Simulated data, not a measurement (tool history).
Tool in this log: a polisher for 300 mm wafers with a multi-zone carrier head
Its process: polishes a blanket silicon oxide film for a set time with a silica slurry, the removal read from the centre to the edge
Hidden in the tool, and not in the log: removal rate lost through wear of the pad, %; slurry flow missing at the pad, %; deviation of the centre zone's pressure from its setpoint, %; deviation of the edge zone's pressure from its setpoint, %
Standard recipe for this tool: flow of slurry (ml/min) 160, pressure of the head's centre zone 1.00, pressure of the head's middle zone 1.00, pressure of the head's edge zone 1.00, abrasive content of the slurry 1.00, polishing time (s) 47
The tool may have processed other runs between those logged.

run,day,flow of slurry (ml/min),pressure of the head's centre zone,pressure of the head's middle zone,pressure of the head's edge zone,abrasive content of the slurry,polishing time (s),wafers since the last listed run,wafers polished on this pad,hours since the slurry nozzle was cleaned,hours since the centre zone pressure was calibrated,hours since the edge zone pressure was calibrated,hours since the carrier head's membrane was replaced,"incoming thickness of the incoming film, nm",film removed at the wafer's centre (nm),film removed at mid-radius (nm),film removed at the wafer's edge (nm)
1,0.000,160,1.00,1.00,1.00,1.00,55,0,474,239.3,735.8,418.8,810.8,1339.4,309.9,303.9,312.2
2,0.542,160,1.00,1.00,1.00,1.00,47,85,560,252.3,748.8,431.8,823.8,1330.2,263.1,259.9,262.5
# day 1.654: centre zone pressure recalibrated
# day 2.450: carrier head's membrane replaced by a new one
3,2.471,160,1.00,1.00,1.00,1.00,47,259,820,298.6,19.6,478.1,0.5,1319.6,263.5,253.9,264.7
4,3.688,160,1.00,1.00,1.00,1.00,47,193,1013,327.8,48.8,507.3,29.7,1322.3,265.9,255.0,260.3
# day 4.767: worn pad replaced by a new one
5,4.788,160,1.00,1.00,1.00,1.00,47,148,3,354.2,75.2,533.7,56.1,1348.4,262.3,256.5,262.8
# day 5.096: slurry nozzle cleaned
6,5.525,160,1.00,1.00,1.00,1.00,47,110,113,10.3,92.9,551.4,73.8,1323.7,266.5,259.0,263.2
7,6.617,160,1.00,1.09,0.95,0.80,47,173,286,36.5,119.1,577.6,100.0,1339.2,229.9,239.8,224.8
# day 6.967: edge zone pressure recalibrated
8,7.304,160,0.90,1.00,1.00,1.30,47,95,382,53.0,135.6,8.1,116.5,1326.3,280.3,292.4,299.1
9,8.012,160,1.00,1.00,1.00,1.00,62,112,495,70.0,152.6,25.1,133.5,1314.9,342.2,340.5,350.8
10,9.408,215,0.91,1.00,1.00,1.20,41,221,716,103.5,186.1,58.6,167.0,1339.1,247.5,254.3,256.9
11,10.833,160,1.00,1.12,0.91,1.00,47,226,942,137.7,220.3,92.8,201.2,1310.6,261.8,285.5,251.8
# day 11.321: worn pad replaced by a new one
12,11.754,160,1.11,1.00,1.00,1.00,47,119,68,159.8,242.4,114.9,223.3,1329.5,288.2,254.5,264.6
13,12.896,160,1.06,1.00,1.00,0.90,47,181,250,187.2,269.8,142.3,250.7,1339.2,260.9,245.5,246.5
14,13.442,160,0.89,1.00,0.94,1.00,47,86,336,200.3,282.9,155.4,263.8,1328.1,242.7,255.7,256.9
15,14.679,160,1.00,0.97,0.93,1.00,47,196,533,230.0,312.6,185.1,293.5,1320.9,260.1,252.3,255.9
16,15.467,200,1.00,1.03,1.00,1.00,47,124,657,248.9,331.5,204.0,312.4,1354.2,274.3,269.8,271.0
17,16.021,160,1.00,1.11,1.00,1.15,36,87,745,262.2,344.8,217.3,325.7,1310.6,216.3,228.5,215.6
18,16.929,175,1.12,0.97,0.95,1.00,47,144,890,284.0,366.6,239.1,347.5,1315.3,290.4,254.6,262.9
# day 18.246: slurry nozzle cleaned
19,18.262,205,1.00,1.00,1.00,1.00,47,204,1094,0.4,398.6,271.1,379.5,1326.2,275.7,263.9,268.2
# day 19.446: worn pad replaced by a new one
20,19.467,160,1.00,1.09,1.00,1.00,47,164,3,29.3,427.5,300.0,408.4,1319.7,262.5,276.4,261.2
21,20.400,130,1.00,1.00,1.00,1.00,52,148,151,51.7,449.9,322.4,430.8,1340.0,278.9,273.7,284.1
22,21.512,160,0.92,1.00,1.00,1.00,42,176,327,78.4,476.6,349.1,457.5,1349.7,222.0,229.4,235.2

Across each entry between runs, compare the hidden state at the last listed run before it with the hidden state at the first listed run after it:
Between runs 2 and 3: centre zone pressure recalibrated (day 1.654); carrier head's membrane replaced by a new one (day 2.450)
  no difference in the tool's unlogged condition between these two runs
Between runs 4 and 5: worn pad replaced by a new one (day 4.767)
  no difference in the tool's unlogged condition between these two runs
Between runs 5 and 6: slurry nozzle cleaned (day 5.096)
  no difference in the tool's unlogged condition between these two runs
Between runs 7 and 8: edge zone pressure recalibrated (day 6.967)
  no difference in the tool's unlogged condition between these two runs
Between runs 11 and 12: worn pad replaced by a new one (day 11.321)
  no difference in the tool's unlogged condition between these two runs
Between runs 18 and 19: slurry nozzle cleaned (day 18.246)
  no difference in the tool's unlogged condition between these two runs
Between runs 19 and 20: worn pad replaced by a new one (day 19.446)
  no difference in the tool's unlogged condition between these two runs
